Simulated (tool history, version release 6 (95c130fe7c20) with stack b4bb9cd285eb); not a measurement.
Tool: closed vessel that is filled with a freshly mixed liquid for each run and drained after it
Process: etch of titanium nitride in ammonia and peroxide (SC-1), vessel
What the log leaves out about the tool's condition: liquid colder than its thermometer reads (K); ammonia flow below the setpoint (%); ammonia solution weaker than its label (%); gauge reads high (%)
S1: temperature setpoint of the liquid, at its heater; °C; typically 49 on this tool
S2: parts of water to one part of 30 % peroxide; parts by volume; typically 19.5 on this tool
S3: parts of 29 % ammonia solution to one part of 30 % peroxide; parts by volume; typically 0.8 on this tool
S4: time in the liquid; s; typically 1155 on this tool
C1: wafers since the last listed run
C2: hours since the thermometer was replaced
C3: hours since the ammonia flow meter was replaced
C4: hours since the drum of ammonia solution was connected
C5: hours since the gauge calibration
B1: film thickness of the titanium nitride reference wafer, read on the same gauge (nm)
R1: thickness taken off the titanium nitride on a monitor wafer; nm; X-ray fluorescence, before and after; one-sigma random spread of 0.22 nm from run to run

run    hour    S1    S2    S3    S4    C1     C2      C3     C4      C5      B1     R1
  1       0    49  19.5   0.8  1155     0  827.9  1510.4  331.7  1313.1  139.98  30.35
       34.6  -- thermometer replaced
  2    82.7    49  19.5   0.8  1155  3175   48.1  1593.1  414.4  1395.8  139.97  30.56
  3     185    49  19.5  0.95  1155  3976  150.4  1695.4  516.7  1498.1  140.01  31.46
  4   254.2    49  19.5  0.95  1155  2689  219.6  1764.6  585.9  1567.3     140  31.29
  5   354.3    49  19.5   0.8  1155  3890  319.7  1864.7    686  1667.4  140.03  29.94
  6   416.6    49  19.5   0.8  1155  2421    382    1927  748.3  1729.7  140.03  30.94
  7   505.5    49  19.5   0.8  1155  3455  470.9  2015.9  837.2  1818.6  139.97  30.26
  8   577.8    49  19.5   0.8  1155  2810  543.2  2088.2  909.5  1890.9  140.01  30.34
        586  -- new drum of ammonia solution connected
  9   631.5    49  19.5   0.8  1155  2048  596.9  2141.9   45.5  1944.6  140.04  30.36
      680.9  -- gauge calibrated
 10   684.2    49  19.5   0.8  1155  2048  649.6  2194.6   98.2     3.3  140.06   30.1
 11   773.5    49  19.5   0.8   865  3471  738.9  2283.9  187.5    92.6  140.03  22.69
      845.9  -- ammonia flow meter replaced
 12     879    49  19.5   0.8  1155  4061  844.4    33.1    293   198.1  139.97   30.2
 13   931.8    49  15.5   0.8  1155  2052  897.2    85.9  345.8   250.9  140.03  34.16
      950.5  -- thermometer replaced
 14   980.4    57  19.5  0.55  1155  1850   29.9   134.5  394.4   299.5  139.99  49.47
 15  1058.2    49  19.5  0.95  1155  3024  107.7   212.3  472.2   377.3  140.05  31.81
 16    1111    49  19.5   0.8  1155  2052  160.5   265.1    525   430.1  140.06  30.49
 17  1182.7  51.5  23.5   0.8   545  2786  232.2   336.8  596.7   501.8  140.01  15.44
 18  1262.2    52  19.5   0.8  1155  3090  311.7   416.3  676.2   581.3  139.96  37.61
 19  1335.1    49  19.5   0.8  1155  2833  384.6   489.2  749.1   654.2  139.93  30.71
 20  1415.8    49  28.5   0.8  1155  3136  465.3   569.9  829.8   734.9  139.98  24.89
 21  1519.4    49  19.5     1  1155  4026  568.9   673.5  933.4   838.5     140  31.66
 22  1573.2    49  16.5  0.95  1155  2091  622.7   727.3  987.2   892.3  139.97  34.43

Branching from run 22: 3 alternative next runs. What would each branch give?
  A  1574.2    49  19.5   0.8  775  38  623.7  728.3  988.2  893.3   ?   ?
  B  1574.2    45    26  0.55  530  38  623.7  728.3  988.2  893.3   ?   ?
  C  1574.2  43.5  19.5   0.8  540  38  623.7  728.3  988.2  893.3   ?   ?

run      B1     R1
  A  139.96  20.32
  B  139.96   8.32
  C  139.96   9.57
With the hidden condition removed and each run's random variation left untouched, the same runs would have given:
run     R1
  A  20.32
  B   8.32
  C   9.57
